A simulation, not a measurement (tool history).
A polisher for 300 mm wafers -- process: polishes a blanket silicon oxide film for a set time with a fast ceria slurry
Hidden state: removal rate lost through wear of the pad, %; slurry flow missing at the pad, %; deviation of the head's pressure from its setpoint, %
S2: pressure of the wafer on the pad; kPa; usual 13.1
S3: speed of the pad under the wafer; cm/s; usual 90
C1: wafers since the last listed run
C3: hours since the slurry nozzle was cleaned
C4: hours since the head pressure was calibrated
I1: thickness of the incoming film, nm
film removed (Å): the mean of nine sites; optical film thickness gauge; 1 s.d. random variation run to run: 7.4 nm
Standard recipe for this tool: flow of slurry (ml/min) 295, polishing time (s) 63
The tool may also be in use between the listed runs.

run 1 hour=0.0 | flow_of_slurry_(ml/min)=295 S2=10.3 S3=90 polishing_time_(s)=63 | C1=0 wafers_polished_on_this_pad=2081 C3=265.2 C4=246.5 | I1=3224.5 | film_removed_(Å)=3963
run 2 hour=98.3 | flow_of_slurry_(ml/min)=295 S2=13.1 S3=90 polishing_time_(s)=63 | C1=551 wafers_polished_on_this_pad=2632 C3=363.5 C4=344.8 | I1=3141.7 | film_removed_(Å)=4901
run 3 hour=151.0 | flow_of_slurry_(ml/min)=295 S2=13.1 S3=90 polishing_time_(s)=63 | C1=295 wafers_polished_on_this_pad=2927 C3=416.2 C4=397.5 | I1=3107.7 | film_removed_(Å)=4849
run 4 hour=187.6 | flow_of_slurry_(ml/min)=295 S2=15.9 S3=106 polishing_time_(s)=63 | C1=205 wafers_polished_on_this_pad=3133 C3=452.8 C4=434.1 | I1=3169.5 | film_removed_(Å)=6929
run 5 hour=228.5 | flow_of_slurry_(ml/min)=295 S2=13.1 S3=106 polishing_time_(s)=63 | C1=229 wafers_polished_on_this_pad=3362 C3=493.7 C4=475.0 | I1=3193.0 | film_removed_(Å)=5464
run 6 hour=321.9 | flow_of_slurry_(ml/min)=295 S2=13.1 S3=106 polishing_time_(s)=63 | C1=523 wafers_polished_on_this_pad=3886 C3=587.1 C4=568.4 | I1=3185.5 | film_removed_(Å)=5447
-- hour=348.9 worn pad replaced by a new one
-- hour=365.8 slurry nozzle cleaned
run 7 hour=429.0 | flow_of_slurry_(ml/min)=295 S2=13.1 S3=106 polishing_time_(s)=63 | C1=572 wafers_polished_on_this_pad=443 C3=63.2 C4=675.5 | I1=3172.6 | film_removed_(Å)=6205
run 8 hour=472.0 | flow_of_slurry_(ml/min)=355 S2=13.1 S3=76 polishing_time_(s)=63 | C1=241 wafers_polished_on_this_pad=684 C3=106.2 C4=718.5 | I1=3131.3 | film_removed_(Å)=4391
run 9 hour=577.3 | flow_of_slurry_(ml/min)=355 S2=13.1 S3=76 polishing_time_(s)=63 | C1=590 wafers_polished_on_this_pad=1274 C3=211.5 C4=823.8 | I1=3133.4 | film_removed_(Å)=4439
-- hour=622.9 head pressure recalibrated
run 10 hour=698.7 | flow_of_slurry_(ml/min)=355 S2=13.1 S3=76 polishing_time_(s)=63 | C1=669 wafers_polished_on_this_pad=1944 C3=332.9 C4=75.8 | I1=3153.9 | film_removed_(Å)=4372
run 11 hour=796.4 | flow_of_slurry_(ml/min)=355 S2=13.1 S3=90 polishing_time_(s)=63 | C1=547 wafers_polished_on_this_pad=2492 C3=430.6 C4=173.5 | I1=3187.8 | film_removed_(Å)=4914
run 12 hour=896.2 | flow_of_slurry_(ml/min)=355 S2=13.1 S3=90 polishing_time_(s)=63 | C1=559 wafers_polished_on_this_pad=3051 C3=530.4 C4=273.3 | I1=3161.3 | film_removed_(Å)=4753
run 13 hour=999.6 | flow_of_slurry_(ml/min)=295 S2=13.1 S3=104 polishing_time_(s)=63 | C1=579 wafers_polished_on_this_pad=3631 C3=633.8 C4=376.7 | I1=3200.1 | film_removed_(Å)=5288
-- hour=1030.9 worn pad replaced by a new one
-- hour=1082.0 slurry nozzle cleaned
run 14 hour=1092.4 | flow_of_slurry_(ml/min)=295 S2=13.1 S3=90 polishing_time_(s)=68 | C1=492 wafers_polished_on_this_pad=339 C3=10.4 C4=469.5 | I1=3182.4 | film_removed_(Å)=5717
run 15 hour=1130.6 | flow_of_slurry_(ml/min)=295 S2=13.1 S3=90 polishing_time_(s)=63 | C1=214 wafers_polished_on_this_pad=553 C3=48.6 C4=507.7 | I1=3171.9 | film_removed_(Å)=5139
run 16 hour=1173.2 | flow_of_slurry_(ml/min)=295 S2=15.2 S3=90 polishing_time_(s)=80 | C1=238 wafers_polished_on_this_pad=792 C3=91.2 C4=550.3 | I1=3163.7 | film_removed_(Å)=7656
run 17 hour=1336.9 | flow_of_slurry_(ml/min)=295 S2=15.2 S3=90 polishing_time_(s)=80 | C1=917 wafers_polished_on_this_pad=1710 C3=254.9 C4=714.0 | I1=3215.3 | film_removed_(Å)=7162
run 18 hour=1383.7 | flow_of_slurry_(ml/min)=365 S2=13.1 S3=90 polishing_time_(s)=49 | C1=262 wafers_polished_on_this_pad=1972 C3=301.7 C4=760.8 | I1=3106.5 | film_removed_(Å)=3814
run 19 hour=1460.5 | flow_of_slurry_(ml/min)=370 S2=10.3 S3=60 polishing_time_(s)=63 | C1=430 wafers_polished_on_this_pad=2403 C3=378.5 C4=837.6 | I1=3200.7 | film_removed_(Å)=2694
-- hour=1475.4 head pressure recalibrated
run 20 hour=1513.7 | flow_of_slurry_(ml/min)=295 S2=9.0 S3=90 polishing_time_(s)=63 | C1=287 wafers_polished_on_this_pad=2690 C3=431.7 C4=38.3 | I1=3190.0 | film_removed_(Å)=3262
run 21 hour=1583.3 | flow_of_slurry_(ml/min)=295 S2=13.1 S3=90 polishing_time_(s)=63 | C1=390 wafers_polished_on_this_pad=3080 C3=501.3 C4=107.9 | I1=3152.0 | film_removed_(Å)=4824
run 22 hour=1659.3 | flow_of_slurry_(ml/min)=295 S2=13.1 S3=90 polishing_time_(s)=51 | C1=426 wafers_polished_on_this_pad=3506 C3=577.3 C4=183.9 | I1=3129.7 | film_removed_(Å)=3773
run 23 hour=1704.0 | flow_of_slurry_(ml/min)=295 S2=13.1 S3=90 polishing_time_(s)=81 | C1=250 wafers_polished_on_this_pad=3757 C3=622.0 C4=228.6 | I1=3139.4 | film_removed_(Å)=5995
-- hour=1717.1 slurry nozzle cleaned
run 24 hour=1756.3 | flow_of_slurry_(ml/min)=295 S2=13.1 S3=100 polishing_time_(s)=44 | C1=287 wafers_polished_on_this_pad=4045 C3=39.2 C4=280.9 | I1=3201.3 | film_removed_(Å)=3443
-- hour=1777.4 worn pad replaced by a new one
run 25 hour=1832.2 | flow_of_slurry_(ml/min)=295 S2=15.2 S3=114 polishing_time_(s)=63 | C1=403 wafers_polished_on_this_pad=307 C3=115.1 C4=356.8 | I1=3179.3 | film_removed_(Å)=7439
run 26 hour=1907.9 | flow_of_slurry_(ml/min)=295 S2=16.5 S3=90 polishing_time_(s)=63 | C1=424 wafers_polished_on_this_pad=731 C3=190.8 C4=432.5 | I1=3204.9 | film_removed_(Å)=6406
run 27 hour=1950.9 | flow_of_slurry_(ml/min)=395 S2=13.1 S3=78 polishing_time_(s)=71 | C1=241 wafers_polished_on_this_pad=972 C3=233.8 C4=475.5 | I1=3135.9 | film_removed_(Å)=5017
run 28 hour=2022.5 | flow_of_slurry_(ml/min)=325 S2=13.1 S3=72 polishing_time_(s)=63 | C1=401 wafers_polished_on_this_pad=1374 C3=305.4 C4=547.1 | I1=3141.8 | film_removed_(Å)=4076
run 29 hour=2059.1 | flow_of_slurry_(ml/min)=295 S2=13.1 S3=90 polishing_time_(s)=63 | C1=205 wafers_polished_on_this_pad=1579 C3=342.0 C4=583.7 | I1=3186.8 | film_removed_(Å)=5011
run 30 hour=2161.1 | flow_of_slurry_(ml/min)=350 S2=15.9 S3=110 polishing_time_(s)=76 | C1=571 wafers_polished_on_this_pad=2151 C3=444.0 C4=685.7 | I1=3116.6 | film_removed_(Å)=8574
-- hour=2193.8 head pressure recalibrated
run 31 hour=2263.3 | flow_of_slurry_(ml/min)=295 S2=13.1 S3=112 polishing_time_(s)=78 | C1=561 wafers_polished_on_this_pad=2713 C3=546.2 C4=69.5 | I1=3212.6 | film_removed_(Å)=7444
-- hour=2356.2 slurry nozzle cleaned
-- hour=2449.6 worn pad replaced by a new one
run 32 hour=2536.4 | flow_of_slurry_(ml/min)=295 S2=13.1 S3=90 polishing_time_(s)=63 | C1=1503 wafers_polished_on_this_pad=486 C3=180.2 C4=342.6 | I1=3167.7 | film_removed_(Å)=5180
run 33 hour=2576.2 | flow_of_slurry_(ml/min)=295 S2=13.1 S3=90 polishing_time_(s)=63 | C1=223 wafers_polished_on_this_pad=709 C3=220.0 C4=382.4 | I1=3222.0 | film_removed_(Å)=5131
run 34 hour=2665.9 | flow_of_slurry_(ml/min)=295 S2=13.1 S3=90 polishing_time_(s)=72 | C1=502 wafers_polished_on_this_pad=1212 C3=309.7 C4=472.1 | I1=3170.5 | film_removed_(Å)=5883
run 35 hour=2716.5 | flow_of_slurry_(ml/min)=390 S2=11.0 S3=118 polishing_time_(s)=63 | C1=283 wafers_polished_on_this_pad=1496 C3=360.3 C4=522.7 | I1=3193.5 | film_removed_(Å)=5614
run 36 hour=2776.5 | flow_of_slurry_(ml/min)=295 S2=13.1 S3=78 polishing_time_(s)=63 | C1=336 wafers_polished_on_this_pad=1832 C3=420.3 C4=582.7 | I1=3206.8 | film_removed_(Å)=4285
run 37 hour=2874.1 | flow_of_slurry_(ml/min)=295 S2=13.1 S3=90 polishing_time_(s)=63 | C1=547 wafers_polished_on_this_pad=2379 C3=517.9 C4=680.3 | I1=3137.8 | film_removed_(Å)=4992
-- hour=2943.9 head pressure recalibrated
run 38 hour=2948.0 | flow_of_slurry_(ml/min)=205 S2=10.3 S3=100 polishing_time_(s)=69 | C1=403 wafers_polished_on_this_pad=2783 C3=591.8 C4=4.1 | I1=3152.0 | film_removed_(Å)=4531

3 options for the next run, each taken on its own from the tool as it stands now. Forecast them:
run A hour=2948.4 | flow_of_slurry_(ml/min)=295 S2=13.1 S3=90 polishing_time_(s)=47 | C1=2 wafers_polished_on_this_pad=2785 C3=592.2 C4=4.5 | I1=3179.7 | film_removed_(Å)=?
run B hour=2948.4 | flow_of_slurry_(ml/min)=355 S2=9.7 S3=106 polishing_time_(s)=63 | C1=2 wafers_polished_on_this_pad=2785 C3=592.2 C4=4.5 | I1=3179.7 | film_removed_(Å)=?
run C hour=2948.4 | flow_of_slurry_(ml/min)=330 S2=16.5 S3=102 polishing_time_(s)=46 | C1=2 wafers_polished_on_this_pad=2785 C3=592.2 C4=4.5 | I1=3179.7 | film_removed_(Å)=?

run=A film_removed_(Å)=3665
run=B film_removed_(Å)=4290
run=C film_removed_(Å)=5150
Stripped of hidden state, with their random variation kept, the same runs would have yielded:
run=A film_removed_(Å)=4043
run=B film_removed_(Å)=4732
run=C film_removed_(Å)=5680
